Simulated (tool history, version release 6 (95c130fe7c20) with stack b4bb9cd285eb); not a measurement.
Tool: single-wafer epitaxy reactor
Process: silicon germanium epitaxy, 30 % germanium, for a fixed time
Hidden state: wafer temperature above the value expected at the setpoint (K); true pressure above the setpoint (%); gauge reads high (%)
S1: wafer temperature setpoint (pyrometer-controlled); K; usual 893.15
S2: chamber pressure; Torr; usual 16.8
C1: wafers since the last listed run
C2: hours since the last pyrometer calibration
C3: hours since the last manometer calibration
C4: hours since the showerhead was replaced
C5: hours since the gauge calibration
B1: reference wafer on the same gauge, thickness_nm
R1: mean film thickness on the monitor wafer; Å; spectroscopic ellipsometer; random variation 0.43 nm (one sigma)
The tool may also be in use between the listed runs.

run     day      S1    S2    C1      C2      C3      C4      C5      B1      R1
  1   0.000  893.15  15.2     0  1818.5  1155.6  6397.9    58.8  81.087  770.26
      2.562  -- capacitance manometer re-zeroed and calibrated
  2   3.862  893.15  16.8  1142  1911.2    31.2  6490.6   151.5  80.961  801.02
  3   8.342  883.15  18.6  1450  2018.7   138.7  6598.1   259.0  80.989  714.98
  4  10.092  883.15  18.6   566  2060.7   180.7  6640.1   301.0  80.968  717.99
  5  13.629  883.15  18.6  1145  2145.6   265.6  6725.0   385.9  81.025  725.16
  6  16.192  893.15  13.6   829  2207.1   327.1  6786.5   447.4  81.033  740.57
  7  19.521  885.15  16.8  1077  2287.0   407.0  6866.4   527.3  81.003  713.21
  8  21.171  885.15  16.8   534  2326.6   446.6  6906.0   566.9  81.006  709.22
  9  24.983  893.15  16.8  1234  2418.1   538.1  6997.5   658.4  81.144  819.51
 10  27.258  893.15  16.8   736  2472.7   592.7  7052.1   713.0  80.989  807.24
 11  31.658  903.15  16.8  1424  2578.3   698.3  7157.7   818.6  81.015  970.76
 12  33.904  903.15  16.8   727  2632.2   752.2  7211.6   872.5  81.002  964.15
 13  36.062  896.15  16.8   698  2684.0   804.0  7263.4   924.3  81.053  871.61
 14  40.025  893.15  16.8  1282  2779.1   899.1  7358.5  1019.4  81.136  829.51
 15  41.796  893.15  16.8   573  2821.6   941.6  7401.0  1061.9  80.893  835.08
 16  45.429  893.15  15.7  1176  2908.8  1028.8  7488.2  1149.1  80.992  821.53
     47.029  -- pyrometer calibrated
 17  49.096  893.15  18.8  1079    49.6  1116.8  7576.2  1237.1  81.012  797.20
     49.825  -- showerhead replaced
     50.283  -- capacitance manometer re-zeroed and calibrated
 18  50.896  884.15  12.7   366    92.8    14.7    25.7  1280.3  80.923  585.40
 19  52.762  898.15  12.8   604   137.6    59.5    70.5  1325.1  81.085  733.94
 20  59.854  883.15  19.6  2295   307.8   229.7   240.7  1495.3  80.873  688.89
 21  61.446  893.15  15.3   515   346.0   267.9   278.9  1533.5  80.958  727.88
 22  62.988  906.15  16.8   499   383.0   304.9   315.9  1570.5  80.978  918.68
     65.379  -- gauge calibrated
 23  65.400  893.15  16.8   781   440.9   362.8   373.8     0.5  80.935  765.79
 24  68.633  893.15  15.2  1046   518.5   440.4   451.4    78.1  81.090  727.61
 25  70.579  905.15  14.8   629   565.2   487.1   498.1   124.8  80.888  867.54
 26  74.229  900.15  20.1  1181   652.8   574.7   585.7   212.4  81.056  917.50
 27  77.712  893.15  20.8  1127   736.4   658.3   669.3   296.0  80.884  834.84
 28  81.446  907.15  12.7  1208   826.0   747.9   758.9   385.6  80.927  842.54
 29  83.938  893.15  16.8   806   885.8   807.7   818.7   445.4  80.949  764.12
 30  86.438  881.15  13.6   809   945.8   867.7   878.7   505.4  81.056  580.10
 31  90.533  883.15  20.6  1325  1044.1   966.0   977.0   603.7  81.118  723.83

5 ways to go on from here, each from the tool as it stands after run 31. What would each give?
  A  90.550  893.15  16.8   5  1044.5  966.4  977.4  604.1   ?   ?
  B  90.550  893.15  18.1   5  1044.5  966.4  977.4  604.1   ?   ?
  C  90.550  906.15  14.9   5  1044.5  966.4  977.4  604.1   ?   ?
  D  90.550  902.15  14.2   5  1044.5  966.4  977.4  604.1   ?   ?
  E  90.550  901.15  15.6   5  1044.5  966.4  977.4  604.1   ?   ?

run      B1      R1
  A  80.945  765.02
  B  80.945  789.21
  C  80.945  886.02
  D  80.945  817.55
  E  80.945  837.81
Without the tool's hidden state the same runs would have given:
run      R1
  A  765.48
  B  789.69
  C  886.54
  D  818.03
  E  838.30
